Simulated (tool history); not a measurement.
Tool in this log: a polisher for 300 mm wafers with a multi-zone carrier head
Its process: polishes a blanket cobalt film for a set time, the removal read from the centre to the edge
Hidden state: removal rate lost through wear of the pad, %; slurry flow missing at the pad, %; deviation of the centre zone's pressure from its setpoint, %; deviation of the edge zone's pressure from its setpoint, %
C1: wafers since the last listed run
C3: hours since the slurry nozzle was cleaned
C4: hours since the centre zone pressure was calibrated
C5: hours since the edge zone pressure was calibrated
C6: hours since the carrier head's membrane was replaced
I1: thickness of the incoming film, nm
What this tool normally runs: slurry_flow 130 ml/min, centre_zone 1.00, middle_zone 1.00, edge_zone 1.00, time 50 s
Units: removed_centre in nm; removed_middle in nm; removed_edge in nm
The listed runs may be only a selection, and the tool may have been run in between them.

run 1 hour=0.0 | slurry_flow=130 centre_zone=1.00 middle_zone=1.00 edge_zone=1.00 time=50 | C1=0 wafers_polished_on_this_pad=903 C3=453.1 C4=1051.4 C5=765.3 C6=523.6 | I1=1129.9 | removed_centre=179.9 removed_middle=180.6 removed_edge=192.1
-- hour=9.0 centre zone pressure recalibrated
run 2 hour=15.2 | slurry_flow=130 centre_zone=1.00 middle_zone=1.00 edge_zone=1.00 time=50 | C1=123 wafers_polished_on_this_pad=1027 C3=468.3 C4=6.2 C5=780.5 C6=538.8 | I1=1131.4 | removed_centre=184.6 removed_middle=183.1 removed_edge=193.5
run 3 hour=26.3 | slurry_flow=130 centre_zone=1.00 middle_zone=1.00 edge_zone=1.00 time=50 | C1=103 wafers_polished_on_this_pad=1131 C3=479.4 C4=17.3 C5=791.6 C6=549.9 | I1=1113.6 | removed_centre=182.4 removed_middle=184.0 removed_edge=192.1
run 4 hour=33.5 | slurry_flow=130 centre_zone=1.00 middle_zone=1.00 edge_zone=1.00 time=50 | C1=67 wafers_polished_on_this_pad=1198 C3=486.6 C4=24.5 C5=798.8 C6=557.1 | I1=1127.2 | removed_centre=182.1 removed_middle=182.4 removed_edge=192.1
-- hour=38.1 slurry nozzle cleaned
run 5 hour=42.1 | slurry_flow=130 centre_zone=1.00 middle_zone=1.00 edge_zone=1.00 time=50 | C1=71 wafers_polished_on_this_pad=1269 C3=4.0 C4=33.1 C5=807.4 C6=565.7 | I1=1133.4 | removed_centre=199.6 removed_middle=195.5 removed_edge=203.3
-- hour=51.6 worn pad replaced by a new one
run 6 hour=55.1 | slurry_flow=130 centre_zone=1.00 middle_zone=1.00 edge_zone=1.00 time=50 | C1=84 wafers_polished_on_this_pad=32 C3=17.0 C4=46.1 C5=820.4 C6=578.7 | I1=1132.8 | removed_centre=200.8 removed_middle=195.9 removed_edge=203.2
run 7 hour=61.5 | slurry_flow=130 centre_zone=1.00 middle_zone=1.00 edge_zone=1.00 time=50 | C1=59 wafers_polished_on_this_pad=92 C3=23.4 C4=52.5 C5=826.8 C6=585.1 | I1=1140.1 | removed_centre=197.6 removed_middle=193.2 removed_edge=203.8
-- hour=74.9 edge zone pressure recalibrated
run 8 hour=75.4 | slurry_flow=130 centre_zone=1.00 middle_zone=1.00 edge_zone=1.00 time=50 | C1=111 wafers_polished_on_this_pad=204 C3=37.3 C4=66.4 C5=0.5 C6=599.0 | I1=1123.4 | removed_centre=194.7 removed_middle=201.3 removed_edge=201.2
run 9 hour=82.8 | slurry_flow=130 centre_zone=1.03 middle_zone=1.00 edge_zone=0.97 time=35 | C1=69 wafers_polished_on_this_pad=273 C3=44.7 C4=73.8 C5=7.9 C6=606.4 | I1=1115.1 | removed_centre=141.5 removed_middle=136.7 removed_edge=141.1
-- hour=111.9 carrier head's membrane replaced by a new one
run 10 hour=116.6 | slurry_flow=130 centre_zone=1.00 middle_zone=1.00 edge_zone=1.00 time=50 | C1=269 wafers_polished_on_this_pad=543 C3=78.5 C4=107.6 C5=41.7 C6=4.7 | I1=1120.8 | removed_centre=192.1 removed_middle=193.9 removed_edge=201.4
run 11 hour=133.1 | slurry_flow=90 centre_zone=0.92 middle_zone=0.92 edge_zone=1.00 time=50 | C1=154 wafers_polished_on_this_pad=697 C3=95.0 C4=124.1 C5=58.2 C6=21.2 | I1=1129.7 | removed_centre=160.5 removed_middle=160.9 removed_edge=185.8
run 12 hour=144.1 | slurry_flow=130 centre_zone=0.89 middle_zone=1.00 edge_zone=0.88 time=50 | C1=102 wafers_polished_on_this_pad=800 C3=106.0 C4=135.1 C5=69.2 C6=32.2 | I1=1124.0 | removed_centre=172.4 removed_middle=194.9 removed_edge=189.1
run 13 hour=156.3 | slurry_flow=130 centre_zone=1.07 middle_zone=1.00 edge_zone=1.08 time=50 | C1=114 wafers_polished_on_this_pad=914 C3=118.2 C4=147.3 C5=81.4 C6=44.4 | I1=1121.7 | removed_centre=206.8 removed_middle=191.8 removed_edge=206.0
run 14 hour=174.2 | slurry_flow=130 centre_zone=1.00 middle_zone=1.00 edge_zone=0.96 time=37 | C1=167 wafers_polished_on_this_pad=1082 C3=136.1 C4=165.2 C5=99.3 C6=62.3 | I1=1117.3 | removed_centre=142.7 removed_middle=142.7 removed_edge=141.9
-- hour=190.7 worn pad replaced by a new one
run 15 hour=191.2 | slurry_flow=110 centre_zone=1.00 middle_zone=1.00 edge_zone=1.00 time=50 | C1=121 wafers_polished_on_this_pad=4 C3=153.1 C4=182.2 C5=116.3 C6=79.3 | I1=1136.3 | removed_centre=181.8 removed_middle=178.9 removed_edge=189.6
run 16 hour=198.3 | slurry_flow=130 centre_zone=1.00 middle_zone=0.91 edge_zone=1.00 time=50 | C1=66 wafers_polished_on_this_pad=71 C3=160.2 C4=189.3 C5=123.4 C6=86.4 | I1=1121.6 | removed_centre=191.8 removed_middle=171.1 removed_edge=196.6
run 17 hour=212.1 | slurry_flow=130 centre_zone=1.03 middle_zone=1.00 edge_zone=0.94 time=63 | C1=129 wafers_polished_on_this_pad=200 C3=174.0 C4=203.1 C5=137.2 C6=100.2 | I1=1126.0 | removed_centre=250.3 removed_middle=238.8 removed_edge=245.6
run 18 hour=218.4 | slurry_flow=130 centre_zone=0.91 middle_zone=1.00 edge_zone=1.00 time=50 | C1=58 wafers_polished_on_this_pad=259 C3=180.3 C4=209.4 C5=143.5 C6=106.5 | I1=1135.7 | removed_centre=171.3 removed_middle=183.9 removed_edge=199.5
run 19 hour=231.5 | slurry_flow=130 centre_zone=1.00 middle_zone=1.00 edge_zone=1.00 time=50 | C1=122 wafers_polished_on_this_pad=382 C3=193.4 C4=222.5 C5=156.6 C6=119.6 | I1=1135.4 | removed_centre=188.5 removed_middle=186.3 removed_edge=197.4
run 20 hour=248.0 | slurry_flow=130 centre_zone=1.00 middle_zone=1.00 edge_zone=1.00 time=50 | C1=154 wafers_polished_on_this_pad=536 C3=209.9 C4=239.0 C5=173.1 C6=136.1 | I1=1136.1 | removed_centre=188.2 removed_middle=182.4 removed_edge=194.8
run 21 hour=260.9 | slurry_flow=130 centre_zone=1.00 middle_zone=1.00 edge_zone=1.00 time=50 | C1=120 wafers_polished_on_this_pad=657 C3=222.8 C4=251.9 C5=186.0 C6=149.0 | I1=1122.2 | removed_centre=188.0 removed_middle=183.9 removed_edge=194.6
run 22 hour=278.7 | slurry_flow=160 centre_zone=1.11 middle_zone=0.89 edge_zone=1.06 time=50 | C1=166 wafers_polished_on_this_pad=824 C3=240.6 C4=269.7 C5=203.8 C6=166.8 | I1=1131.0 | removed_centre=219.1 removed_middle=180.3 removed_edge=208.5

Below are 4 alternative next runs, each starting from the tool's condition after run 22. Predict each:
run A hour=279.1 | slurry_flow=130 centre_zone=1.00 middle_zone=1.04 edge_zone=1.00 time=50 | C1=3 wafers_polished_on_this_pad=827 C3=241.0 C4=270.1 C5=204.2 C6=167.2 | I1=1130.3 | removed_centre=? removed_middle=? removed_edge=?
run B hour=279.1 | slurry_flow=130 centre_zone=1.00 middle_zone=1.00 edge_zone=0.96 time=50 | C1=3 wafers_polished_on_this_pad=827 C3=241.0 C4=270.1 C5=204.2 C6=167.2 | I1=1130.3 | removed_centre=? removed_middle=? removed_edge=?
run C hour=279.1 | slurry_flow=90 centre_zone=1.11 middle_zone=1.05 edge_zone=1.07 time=50 | C1=3 wafers_polished_on_this_pad=827 C3=241.0 C4=270.1 C5=204.2 C6=167.2 | I1=1130.3 | removed_centre=? removed_middle=? removed_edge=?
run D hour=279.1 | slurry_flow=90 centre_zone=0.94 middle_zone=1.09 edge_zone=1.11 time=50 | C1=3 wafers_polished_on_this_pad=827 C3=241.0 C4=270.1 C5=204.2 C6=167.2 | I1=1130.3 | removed_centre=? removed_middle=? removed_edge=?

run=A removed_centre=188.3 removed_middle=188.0 removed_edge=194.7
run=B removed_centre=188.2 removed_middle=181.9 removed_edge=191.7
run=C removed_centre=183.8 removed_middle=169.4 removed_edge=185.9
run=D removed_centre=155.5 removed_middle=175.0 removed_edge=188.7
With no hidden state in the tool, these same runs would have given:
run=A removed_centre=200.3 removed_middle=198.5 removed_edge=202.3
run=B removed_centre=200.3 removed_middle=192.0 removed_edge=199.1
run=C removed_centre=200.6 removed_middle=182.6 removed_edge=195.3
run=D removed_centre=169.7 removed_middle=188.7 removed_edge=198.2

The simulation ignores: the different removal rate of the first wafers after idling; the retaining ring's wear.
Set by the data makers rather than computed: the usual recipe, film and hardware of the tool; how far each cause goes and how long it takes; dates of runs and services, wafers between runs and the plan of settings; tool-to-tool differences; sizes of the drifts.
